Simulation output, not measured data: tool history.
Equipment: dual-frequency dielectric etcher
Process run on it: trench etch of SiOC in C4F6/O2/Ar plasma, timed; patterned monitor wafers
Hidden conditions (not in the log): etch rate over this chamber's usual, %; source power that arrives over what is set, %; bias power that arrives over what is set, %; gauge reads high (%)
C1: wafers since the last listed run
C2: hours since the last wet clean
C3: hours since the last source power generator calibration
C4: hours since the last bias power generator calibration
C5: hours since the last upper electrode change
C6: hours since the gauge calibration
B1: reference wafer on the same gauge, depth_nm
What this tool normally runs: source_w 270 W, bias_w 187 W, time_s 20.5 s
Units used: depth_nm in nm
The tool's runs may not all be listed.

{"run": 1, "day": 0.0, "source_w": 270, "bias_w": 187, "time_s": 20.5, "C1": 0, "C2": 58.4, "C3": 3054.6, "C4": 3261.0, "C5": 3.7, "C6": 1664.4, "B1": 29.38, "depth_nm": 33.53}
{"run": 2, "day": 1.329, "source_w": 290, "bias_w": 187, "time_s": 20.5, "C1": 458, "C2": 90.3, "C3": 3086.5, "C4": 3292.9, "C5": 35.6, "C6": 1696.3, "B1": 29.41, "depth_nm": 34.88}
{"run": 3, "day": 3.292, "source_w": 290, "bias_w": 187, "time_s": 20.5, "C1": 676, "C2": 137.4, "C3": 3133.6, "C4": 3340.0, "C5": 82.7, "C6": 1743.4, "B1": 29.46, "depth_nm": 34.86}
{"run": 4, "day": 4.725, "source_w": 290, "bias_w": 187, "time_s": 20.5, "C1": 494, "C2": 171.8, "C3": 3168.0, "C4": 3374.4, "C5": 117.1, "C6": 1777.8, "B1": 29.37, "depth_nm": 34.66}
{"run": 5, "day": 6.842, "source_w": 270, "bias_w": 187, "time_s": 20.5, "C1": 729, "C2": 222.6, "C3": 3218.8, "C4": 3425.2, "C5": 167.9, "C6": 1828.6, "B1": 29.38, "depth_nm": 33.43}
{"day": 12.375, "done": "source power generator calibrated"}
{"run": 6, "day": 12.396, "source_w": 270, "bias_w": 187, "time_s": 20.5, "C1": 1856, "C2": 355.9, "C3": 0.5, "C4": 3558.5, "C5": 301.2, "C6": 1961.9, "B1": 29.41, "depth_nm": 34.36}
{"run": 7, "day": 14.25, "source_w": 270, "bias_w": 187, "time_s": 20.5, "C1": 639, "C2": 400.4, "C3": 45.0, "C4": 3603.0, "C5": 345.7, "C6": 2006.4, "B1": 29.4, "depth_nm": 34.1}
{"run": 8, "day": 16.471, "source_w": 270, "bias_w": 187, "time_s": 20.5, "C1": 765, "C2": 453.7, "C3": 98.3, "C4": 3656.3, "C5": 399.0, "C6": 2059.7, "B1": 29.39, "depth_nm": 33.76}
{"run": 9, "day": 17.946, "source_w": 210, "bias_w": 172, "time_s": 24.5, "C1": 508, "C2": 489.1, "C3": 133.7, "C4": 3691.7, "C5": 434.4, "C6": 2095.1, "B1": 29.42, "depth_nm": 33.52}
{"run": 10, "day": 20.429, "source_w": 320, "bias_w": 153, "time_s": 20.5, "C1": 855, "C2": 548.7, "C3": 193.3, "C4": 3751.3, "C5": 494.0, "C6": 2154.7, "B1": 29.41, "depth_nm": 35.36}
{"run": 11, "day": 21.821, "source_w": 270, "bias_w": 187, "time_s": 20.5, "C1": 479, "C2": 582.1, "C3": 226.7, "C4": 3784.7, "C5": 527.4, "C6": 2188.1, "B1": 29.43, "depth_nm": 33.5}
{"day": 23.008, "done": "gauge calibrated"}
{"day": 23.258, "done": "wet clean of the chamber"}
{"run": 12, "day": 28.346, "source_w": 270, "bias_w": 187, "time_s": 20.5, "C1": 1904, "C2": 122.1, "C3": 383.3, "C4": 3941.3, "C5": 684.0, "C6": 128.1, "B1": 29.38, "depth_nm": 34.24}
{"run": 13, "day": 30.975, "source_w": 270, "bias_w": 187, "time_s": 20.5, "C1": 906, "C2": 185.2, "C3": 446.4, "C4": 4004.4, "C5": 747.1, "C6": 191.2, "B1": 29.36, "depth_nm": 34.21}
{"run": 14, "day": 32.692, "source_w": 270, "bias_w": 156, "time_s": 24.5, "C1": 591, "C2": 226.4, "C3": 487.6, "C4": 4045.6, "C5": 788.3, "C6": 232.4, "B1": 29.39, "depth_nm": 38.62}
{"run": 15, "day": 35.533, "source_w": 220, "bias_w": 212, "time_s": 23.0, "C1": 979, "C2": 294.6, "C3": 555.8, "C4": 4113.8, "C5": 856.5, "C6": 300.6, "B1": 29.45, "depth_nm": 34.22}
{"day": 36.912, "done": "bias power generator calibrated"}
{"run": 16, "day": 38.158, "source_w": 230, "bias_w": 205, "time_s": 23.0, "C1": 847, "C2": 357.6, "C3": 618.8, "C4": 29.9, "C5": 919.5, "C6": 363.6, "B1": 29.42, "depth_nm": 34.75}
{"run": 17, "day": 39.225, "source_w": 270, "bias_w": 187, "time_s": 20.5, "C1": 367, "C2": 383.2, "C3": 644.4, "C4": 55.5, "C5": 945.1, "C6": 389.2, "B1": 29.41, "depth_nm": 33.73}
{"run": 18, "day": 40.321, "source_w": 270, "bias_w": 202, "time_s": 24.0, "C1": 377, "C2": 409.5, "C3": 670.7, "C4": 81.8, "C5": 971.4, "C6": 415.5, "B1": 29.36, "depth_nm": 39.86}
{"run": 19, "day": 43.321, "source_w": 270, "bias_w": 187, "time_s": 20.5, "C1": 1033, "C2": 481.5, "C3": 742.7, "C4": 153.8, "C5": 1043.4, "C6": 487.5, "B1": 29.47, "depth_nm": 33.48}
{"run": 20, "day": 44.612, "source_w": 270, "bias_w": 187, "time_s": 20.5, "C1": 445, "C2": 512.5, "C3": 773.7, "C4": 184.8, "C5": 1074.4, "C6": 518.5, "B1": 29.38, "depth_nm": 33.46}
{"run": 21, "day": 46.617, "source_w": 250, "bias_w": 172, "time_s": 20.5, "C1": 690, "C2": 560.6, "C3": 821.8, "C4": 232.9, "C5": 1122.5, "C6": 566.6, "B1": 29.36, "depth_nm": 31.21}
{"run": 22, "day": 48.925, "source_w": 210, "bias_w": 187, "time_s": 20.5, "C1": 795, "C2": 616.0, "C3": 877.2, "C4": 288.3, "C5": 1177.9, "C6": 622.0, "B1": 29.46, "depth_nm": 28.24}
{"day": 50.967, "done": "wet clean of the chamber"}
{"run": 23, "day": 50.988, "source_w": 320, "bias_w": 211, "time_s": 20.5, "C1": 366, "C2": 0.5, "C3": 926.7, "C4": 337.8, "C5": 1227.4, "C6": 671.5, "B1": 29.44, "depth_nm": 39.35}
{"run": 24, "day": 52.192, "source_w": 250, "bias_w": 172, "time_s": 23.5, "C1": 415, "C2": 29.4, "C3": 955.6, "C4": 366.7, "C5": 1256.3, "C6": 700.4, "B1": 29.43, "depth_nm": 36.47}
{"run": 25, "day": 53.654, "source_w": 270, "bias_w": 187, "time_s": 20.5, "C1": 504, "C2": 64.5, "C3": 990.7, "C4": 401.8, "C5": 1291.4, "C6": 735.5, "B1": 29.46, "depth_nm": 34.23}
{"run": 26, "day": 56.175, "source_w": 270, "bias_w": 187, "time_s": 20.5, "C1": 868, "C2": 125.0, "C3": 1051.2, "C4": 462.3, "C5": 1351.9, "C6": 796.0, "B1": 29.39, "depth_nm": 33.92}
{"run": 27, "day": 57.729, "source_w": 320, "bias_w": 187, "time_s": 23.0, "C1": 535, "C2": 162.3, "C3": 1088.5, "C4": 499.6, "C5": 1389.2, "C6": 833.3, "B1": 29.38, "depth_nm": 41.97}
{"run": 28, "day": 60.321, "source_w": 240, "bias_w": 187, "time_s": 20.5, "C1": 893, "C2": 224.5, "C3": 1150.7, "C4": 561.8, "C5": 1451.4, "C6": 895.5, "B1": 29.43, "depth_nm": 31.43}
{"run": 29, "day": 61.996, "source_w": 250, "bias_w": 160, "time_s": 20.5, "C1": 577, "C2": 264.7, "C3": 1190.9, "C4": 602.0, "C5": 1491.6, "C6": 935.7, "B1": 29.41, "depth_nm": 30.94}

Measured result minus the same run's result without the hidden state. Both carry the same run-to-run variation, though not necessarily the same gauge scatter:
run=1 depth_nm=-1.21
run=2 depth_nm=-1.31
run=3 depth_nm=-1.39
run=4 depth_nm=-1.43
run=5 depth_nm=-1.46
run=6 depth_nm=-0.53
run=7 depth_nm=-0.64
run=8 depth_nm=-0.76
run=9 depth_nm=-0.84
run=10 depth_nm=-1.03
run=11 depth_nm=-1.05
run=12 depth_nm=-0.45
run=13 depth_nm=-0.58
run=14 depth_nm=-0.76
run=15 depth_nm=-0.81
run=16 depth_nm=-0.96
run=17 depth_nm=-0.99
run=18 depth_nm=-1.23
run=19 depth_nm=-1.18
run=20 depth_nm=-1.24
run=21 depth_nm=-1.25
run=22 depth_nm=-1.22
run=23 depth_nm=-0.60
run=24 depth_nm=-0.62
run=25 depth_nm=-0.65
run=26 depth_nm=-0.76
run=27 depth_nm=-1.02
run=28 depth_nm=-0.87
run=29 depth_nm=-0.92
